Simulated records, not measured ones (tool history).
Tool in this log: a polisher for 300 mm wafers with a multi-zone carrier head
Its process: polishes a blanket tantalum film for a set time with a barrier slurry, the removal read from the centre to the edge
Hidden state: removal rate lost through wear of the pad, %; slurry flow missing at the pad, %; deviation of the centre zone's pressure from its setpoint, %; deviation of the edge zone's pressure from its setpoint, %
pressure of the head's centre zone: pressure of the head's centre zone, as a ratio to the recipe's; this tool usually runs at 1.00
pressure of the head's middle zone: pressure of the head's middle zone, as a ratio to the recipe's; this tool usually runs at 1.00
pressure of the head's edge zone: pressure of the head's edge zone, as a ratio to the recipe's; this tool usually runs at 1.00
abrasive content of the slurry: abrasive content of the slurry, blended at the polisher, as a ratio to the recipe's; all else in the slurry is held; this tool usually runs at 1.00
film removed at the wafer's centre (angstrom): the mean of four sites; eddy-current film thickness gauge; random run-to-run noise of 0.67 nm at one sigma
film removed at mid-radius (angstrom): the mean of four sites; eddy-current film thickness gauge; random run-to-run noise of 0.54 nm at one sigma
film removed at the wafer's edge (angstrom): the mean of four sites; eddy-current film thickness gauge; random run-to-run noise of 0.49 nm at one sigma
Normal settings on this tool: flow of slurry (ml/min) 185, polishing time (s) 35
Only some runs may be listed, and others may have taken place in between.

run,hour,flow of slurry (ml/min),pressure of the head's centre zone,pressure of the head's middle zone,pressure of the head's edge zone,abrasive content of the slurry,polishing time (s),wafers since the last listed run,wafers polished on this pad,hours since the slurry nozzle was cleaned,hours since the centre zone pressure was calibrated,hours since the edge zone pressure was calibrated,hours since the carrier head's membrane was replaced,"incoming thickness of the incoming film, nm",film removed at the wafer's centre (angstrom),film removed at mid-radius (angstrom),film removed at the wafer's edge (angstrom)
1,0.0,185,1.00,1.00,1.00,1.00,35,0,34,135.7,769.8,848.9,758.2,203.7,559,494,513
2,24.5,145,1.00,1.00,1.00,1.00,35,292,326,160.2,794.3,873.4,782.7,199.5,541,491,493
3,60.1,145,1.00,1.00,1.00,1.00,35,424,751,195.8,829.9,909.0,818.3,200.4,520,468,486
4,75.7,145,1.00,1.00,1.00,1.00,35,186,937,211.4,845.5,924.6,833.9,201.0,519,474,480
5,97.1,185,1.00,1.00,1.00,1.00,35,255,1192,232.8,866.9,946.0,855.3,203.4,529,474,480
# hour 99.8: slurry nozzle cleaned
# hour 117.7: worn pad replaced by a new one
6,121.2,185,1.00,1.00,1.00,1.00,35,227,42,21.4,891.0,970.1,879.4,201.1,556,501,503
7,193.2,185,1.00,1.00,1.00,1.00,35,858,900,93.4,963.0,1042.1,951.4,199.0,543,487,474
8,210.3,185,1.00,1.00,1.00,1.00,35,203,1104,110.5,980.1,1059.2,968.5,203.3,533,479,484
# hour 216.2: centre zone pressure recalibrated
# hour 217.8: worn pad replaced by a new one
9,255.3,120,1.06,1.00,1.00,1.30,26,493,447,155.5,39.1,1104.2,1013.5,196.8,386,372,381
10,282.7,185,1.00,1.00,0.94,1.00,35,326,773,182.9,66.5,1131.6,1040.9,199.1,494,497,480
# hour 293.3: edge zone pressure recalibrated
# hour 300.7: slurry nozzle cleaned
11,301.5,185,1.00,1.00,1.04,1.00,35,188,962,0.8,85.3,8.2,1059.7,200.4,488,478,499
# hour 313.5: worn pad replaced by a new one
12,315.7,185,1.00,1.00,1.00,1.10,41,121,26,15.0,99.5,22.4,1073.9,201.3,613,607,611
# hour 322.2: carrier head's membrane replaced by a new one
13,330.9,185,1.00,0.93,1.00,1.00,44,121,148,30.2,114.7,37.6,8.7,202.6,637,601,634
14,342.9,185,1.00,1.00,1.00,1.00,35,143,291,42.2,126.7,49.6,20.7,199.7,507,503,506
15,382.1,185,1.00,1.00,1.00,1.00,35,467,758,81.4,165.9,88.8,59.9,201.6,493,483,498
16,398.0,185,1.00,1.00,0.90,1.10,35,189,948,97.3,181.8,104.7,75.8,202.0,498,504,472
17,412.3,185,1.00,1.00,1.00,1.10,35,170,1118,111.6,196.1,119.0,90.1,196.6,505,488,491
# hour 442.7: worn pad replaced by a new one
18,445.1,140,1.06,1.00,1.00,1.25,39,343,28,144.4,228.9,151.8,122.9,201.5,613,566,578
19,470.3,185,1.00,1.12,1.00,1.00,25,300,329,169.6,254.1,177.0,148.1,197.2,369,388,355
20,502.8,185,1.00,1.08,0.91,1.00,35,387,716,202.1,286.6,209.5,180.6,197.1,504,532,473

Each row is a separate what-if for the run after 20, all from the same tool condition, not one after another. Results?
A,503.2,185,1.00,1.00,1.00,1.00,35,4,721,202.5,287.0,209.9,181.0,198.1,?,?,?
B,503.2,235,1.00,0.93,1.11,1.00,35,4,721,202.5,287.0,209.9,181.0,198.1,?,?,?
C,503.2,185,1.00,1.00,1.12,1.00,35,4,721,202.5,287.0,209.9,181.0,198.1,?,?,?
D,503.2,250,0.92,1.04,1.00,1.00,35,4,721,202.5,287.0,209.9,181.0,198.1,?,?,?
E,503.2,135,1.08,1.00,1.03,1.00,47,4,721,202.5,287.0,209.9,181.0,198.1,?,?,?

run,film removed at the wafer's centre (angstrom),film removed at mid-radius (angstrom),film removed at the wafer's edge (angstrom)
A,496,495,492
B,512,479,530
C,496,494,521
D,475,530,505
E,684,634,649
Without the tool's hidden state the same runs would have given:
run,film removed at the wafer's centre (angstrom),film removed at mid-radius (angstrom),film removed at the wafer's edge (angstrom)
A,487,505,502
B,503,489,541
C,487,504,531
D,466,541,515
E,672,647,662

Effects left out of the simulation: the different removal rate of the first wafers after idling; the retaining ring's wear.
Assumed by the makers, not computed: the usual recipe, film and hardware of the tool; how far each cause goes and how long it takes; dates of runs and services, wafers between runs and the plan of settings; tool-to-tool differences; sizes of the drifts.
